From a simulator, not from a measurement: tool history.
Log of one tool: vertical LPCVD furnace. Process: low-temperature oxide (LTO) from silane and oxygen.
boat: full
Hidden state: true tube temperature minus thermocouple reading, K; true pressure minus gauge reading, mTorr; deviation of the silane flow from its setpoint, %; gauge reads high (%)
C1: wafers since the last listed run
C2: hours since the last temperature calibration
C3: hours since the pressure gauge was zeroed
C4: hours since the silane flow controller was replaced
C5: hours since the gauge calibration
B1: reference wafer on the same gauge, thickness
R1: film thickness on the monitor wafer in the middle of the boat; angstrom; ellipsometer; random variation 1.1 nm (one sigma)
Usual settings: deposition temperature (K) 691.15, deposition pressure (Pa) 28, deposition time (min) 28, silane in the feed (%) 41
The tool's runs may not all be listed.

{"run": 1, "hour": 0.0, "deposition temperature (K)": 691.15, "deposition pressure (Pa)": 28, "deposition time (min)": 28, "silane in the feed (%)": 37, "C1": 0, "C2": 4791.3, "C3": 2468.7, "C4": 0.5, "C5": 27.5, "B1": 363.87, "R1": 2809.5}
{"run": 2, "hour": 12.9, "deposition temperature (K)": 691.15, "deposition pressure (Pa)": 28, "deposition time (min)": 28, "silane in the feed (%)": 41, "C1": 163, "C2": 4804.2, "C3": 2481.6, "C4": 13.4, "C5": 40.4, "B1": 363.54, "R1": 3140.8}
{"run": 3, "hour": 39.0, "deposition temperature (K)": 691.15, "deposition pressure (Pa)": 28, "deposition time (min)": 28, "silane in the feed (%)": 41, "C1": 330, "C2": 4830.3, "C3": 2507.7, "C4": 39.5, "C5": 66.5, "B1": 364.23, "R1": 3165.6}
{"run": 4, "hour": 58.2, "deposition temperature (K)": 691.15, "deposition pressure (Pa)": 28, "deposition time (min)": 28, "silane in the feed (%)": 41, "C1": 243, "C2": 4849.5, "C3": 2526.9, "C4": 58.7, "C5": 85.7, "B1": 363.8, "R1": 3148.1}
{"run": 5, "hour": 87.8, "deposition temperature (K)": 691.15, "deposition pressure (Pa)": 28, "deposition time (min)": 28, "silane in the feed (%)": 41, "C1": 374, "C2": 4879.1, "C3": 2556.5, "C4": 88.3, "C5": 115.3, "B1": 363.69, "R1": 3153.5}
{"run": 6, "hour": 103.9, "deposition temperature (K)": 691.15, "deposition pressure (Pa)": 28, "deposition time (min)": 28, "silane in the feed (%)": 41, "C1": 203, "C2": 4895.2, "C3": 2572.6, "C4": 104.4, "C5": 131.4, "B1": 363.78, "R1": 3161.2}
{"run": 7, "hour": 124.6, "deposition temperature (K)": 691.15, "deposition pressure (Pa)": 24.7, "deposition time (min)": 25, "silane in the feed (%)": 41, "C1": 262, "C2": 4915.9, "C3": 2593.3, "C4": 125.1, "C5": 152.1, "B1": 364.4, "R1": 2470.2}
{"run": 8, "hour": 139.8, "deposition temperature (K)": 691.15, "deposition pressure (Pa)": 28, "deposition time (min)": 28, "silane in the feed (%)": 41, "C1": 192, "C2": 4931.1, "C3": 2608.5, "C4": 140.3, "C5": 167.3, "B1": 364.08, "R1": 3182.7}
{"run": 9, "hour": 175.0, "deposition temperature (K)": 699.15, "deposition pressure (Pa)": 22, "deposition time (min)": 28, "silane in the feed (%)": 46, "C1": 445, "C2": 4966.3, "C3": 2643.7, "C4": 175.5, "C5": 202.5, "B1": 363.79, "R1": 2986.8}
{"hour": 270.1, "done": "pressure gauge zeroed"}
{"run": 10, "hour": 270.6, "deposition temperature (K)": 691.15, "deposition pressure (Pa)": 23.3, "deposition time (min)": 28, "silane in the feed (%)": 37, "C1": 906, "C2": 5061.9, "C3": 0.5, "C4": 271.1, "C5": 298.1, "B1": 363.27, "R1": 2452.5}
{"run": 11, "hour": 275.2, "deposition temperature (K)": 703.15, "deposition pressure (Pa)": 30, "deposition time (min)": 22.5, "silane in the feed (%)": 41, "C1": 58, "C2": 5066.5, "C3": 5.1, "C4": 275.7, "C5": 302.7, "B1": 363.73, "R1": 3196.5}
{"run": 12, "hour": 291.7, "deposition temperature (K)": 691.15, "deposition pressure (Pa)": 30.7, "deposition time (min)": 28, "silane in the feed (%)": 45, "C1": 208, "C2": 5083, "C3": 21.6, "C4": 292.2, "C5": 319.2, "B1": 364.54, "R1": 3952.8}
{"hour": 332.9, "done": "thermocouples replaced and temperature profile calibrated"}
{"run": 13, "hour": 333.4, "deposition temperature (K)": 701.15, "deposition pressure (Pa)": 32.7, "deposition time (min)": 28, "silane in the feed (%)": 41, "C1": 224, "C2": 0.5, "C3": 63.3, "C4": 333.9, "C5": 360.9, "B1": 363.29, "R1": 4273.1}
{"run": 14, "hour": 338.0, "deposition temperature (K)": 691.15, "deposition pressure (Pa)": 28, "deposition time (min)": 17.5, "silane in the feed (%)": 41, "C1": 58, "C2": 5.1, "C3": 67.9, "C4": 338.5, "C5": 365.5, "B1": 363.94, "R1": 2061.2}
{"run": 15, "hour": 344.3, "deposition temperature (K)": 691.15, "deposition pressure (Pa)": 28, "deposition time (min)": 28, "silane in the feed (%)": 36, "C1": 79, "C2": 11.4, "C3": 74.2, "C4": 344.8, "C5": 371.8, "B1": 364.41, "R1": 2810.9}
{"run": 16, "hour": 362.0, "deposition temperature (K)": 698.15, "deposition pressure (Pa)": 32, "deposition time (min)": 28, "silane in the feed (%)": 41, "C1": 224, "C2": 29.1, "C3": 91.9, "C4": 362.5, "C5": 389.5, "B1": 363.87, "R1": 4036.8}
{"run": 17, "hour": 446.1, "deposition temperature (K)": 691.15, "deposition pressure (Pa)": 31.3, "deposition time (min)": 28, "silane in the feed (%)": 34, "C1": 1064, "C2": 113.2, "C3": 176, "C4": 446.6, "C5": 473.6, "B1": 364.76, "R1": 2928.4}
{"run": 18, "hour": 473.1, "deposition temperature (K)": 691.15, "deposition pressure (Pa)": 28, "deposition time (min)": 28, "silane in the feed (%)": 41, "C1": 341, "C2": 140.2, "C3": 203, "C4": 473.6, "C5": 500.6, "B1": 363.52, "R1": 3291.6}
{"run": 19, "hour": 505.1, "deposition temperature (K)": 691.15, "deposition pressure (Pa)": 24.7, "deposition time (min)": 25, "silane in the feed (%)": 41, "C1": 405, "C2": 172.2, "C3": 235, "C4": 505.6, "C5": 532.6, "B1": 364.29, "R1": 2572.5}
{"hour": 505.8, "done": "gauge calibrated"}
{"run": 20, "hour": 520.5, "deposition temperature (K)": 696.15, "deposition pressure (Pa)": 28, "deposition time (min)": 28, "silane in the feed (%)": 41, "C1": 194, "C2": 187.6, "C3": 250.4, "C4": 521, "C5": 14.7, "B1": 364.34, "R1": 3463.8}
{"run": 21, "hour": 551.9, "deposition temperature (K)": 691.15, "deposition pressure (Pa)": 28, "deposition time (min)": 28, "silane in the feed (%)": 41, "C1": 397, "C2": 219, "C3": 281.8, "C4": 552.4, "C5": 46.1, "B1": 363.76, "R1": 3271.4}
{"run": 22, "hour": 577.4, "deposition temperature (K)": 695.15, "deposition pressure (Pa)": 24.7, "deposition time (min)": 28, "silane in the feed (%)": 35, "C1": 322, "C2": 244.5, "C3": 307.3, "C4": 577.9, "C5": 71.6, "B1": 364.18, "R1": 2498.1}
{"run": 23, "hour": 590.5, "deposition temperature (K)": 701.15, "deposition pressure (Pa)": 28, "deposition time (min)": 28, "silane in the feed (%)": 41, "C1": 165, "C2": 257.6, "C3": 320.4, "C4": 591, "C5": 84.7, "B1": 364.09, "R1": 3635.3}
{"run": 24, "hour": 605.8, "deposition temperature (K)": 683.15, "deposition pressure (Pa)": 34.7, "deposition time (min)": 17, "silane in the feed (%)": 39, "C1": 193, "C2": 272.9, "C3": 335.7, "C4": 606.3, "C5": 100, "B1": 364.11, "R1": 2152.6}
{"run": 25, "hour": 626.2, "deposition temperature (K)": 697.15, "deposition pressure (Pa)": 25.3, "deposition time (min)": 28, "silane in the feed (%)": 41, "C1": 258, "C2": 293.3, "C3": 356.1, "C4": 626.7, "C5": 120.4, "B1": 364.54, "R1": 3150.7}
{"run": 26, "hour": 646.4, "deposition temperature (K)": 691.15, "deposition pressure (Pa)": 28, "deposition time (min)": 28, "silane in the feed (%)": 41, "C1": 255, "C2": 313.5, "C3": 376.3, "C4": 646.9, "C5": 140.6, "B1": 363.76, "R1": 3271.4}
{"run": 27, "hour": 669.6, "deposition temperature (K)": 700.15, "deposition pressure (Pa)": 28, "deposition time (min)": 28, "silane in the feed (%)": 41, "C1": 293, "C2": 336.7, "C3": 399.5, "C4": 670.1, "C5": 163.8, "B1": 364.08, "R1": 3588}
{"run": 28, "hour": 682.8, "deposition temperature (K)": 691.15, "deposition pressure (Pa)": 24.7, "deposition time (min)": 28, "silane in the feed (%)": 41, "C1": 167, "C2": 349.9, "C3": 412.7, "C4": 683.3, "C5": 177, "B1": 364.05, "R1": 2878.4}
{"run": 29, "hour": 706.8, "deposition temperature (K)": 680.15, "deposition pressure (Pa)": 22, "deposition time (min)": 28, "silane in the feed (%)": 41, "C1": 303, "C2": 373.9, "C3": 436.7, "C4": 707.3, "C5": 201, "B1": 363.84, "R1": 2295}
{"run": 30, "hour": 726.2, "deposition temperature (K)": 691.15, "deposition pressure (Pa)": 23.3, "deposition time (min)": 28, "silane in the feed (%)": 41, "C1": 245, "C2": 393.3, "C3": 456.1, "C4": 726.7, "C5": 220.4, "B1": 363.67, "R1": 2743.7}
{"run": 31, "hour": 758.9, "deposition temperature (K)": 691.15, "deposition pressure (Pa)": 28, "deposition time (min)": 28, "silane in the feed (%)": 41, "C1": 413, "C2": 426, "C3": 488.8, "C4": 759.4, "C5": 253.1, "B1": 363.85, "R1": 3289.7}

Hidden state at the last listed run before each entry between runs and at the first one after, where it differs:
Between runs 9 and 10: pressure gauge zeroed (hour 270.1)
  true pressure minus gauge reading, mTorr: -9.06 -> 0.128
  measured less the result without the state, R1: -173.6 -> +1.8 angstrom
Between runs 12 and 13: thermocouples replaced and temperature profile calibrated (hour 332.9)
  true pressure minus gauge reading, mTorr: 0.0534 -> -0.0932
  measured less the result without the state, R1: +0.9 -> -1.7 angstrom
Between runs 19 and 20: gauge calibrated (hour 505.8)
  true pressure minus gauge reading, mTorr: -0.697 -> -0.751
  measured less the result without the state, R1: -9.8 -> -12.4 angstrom

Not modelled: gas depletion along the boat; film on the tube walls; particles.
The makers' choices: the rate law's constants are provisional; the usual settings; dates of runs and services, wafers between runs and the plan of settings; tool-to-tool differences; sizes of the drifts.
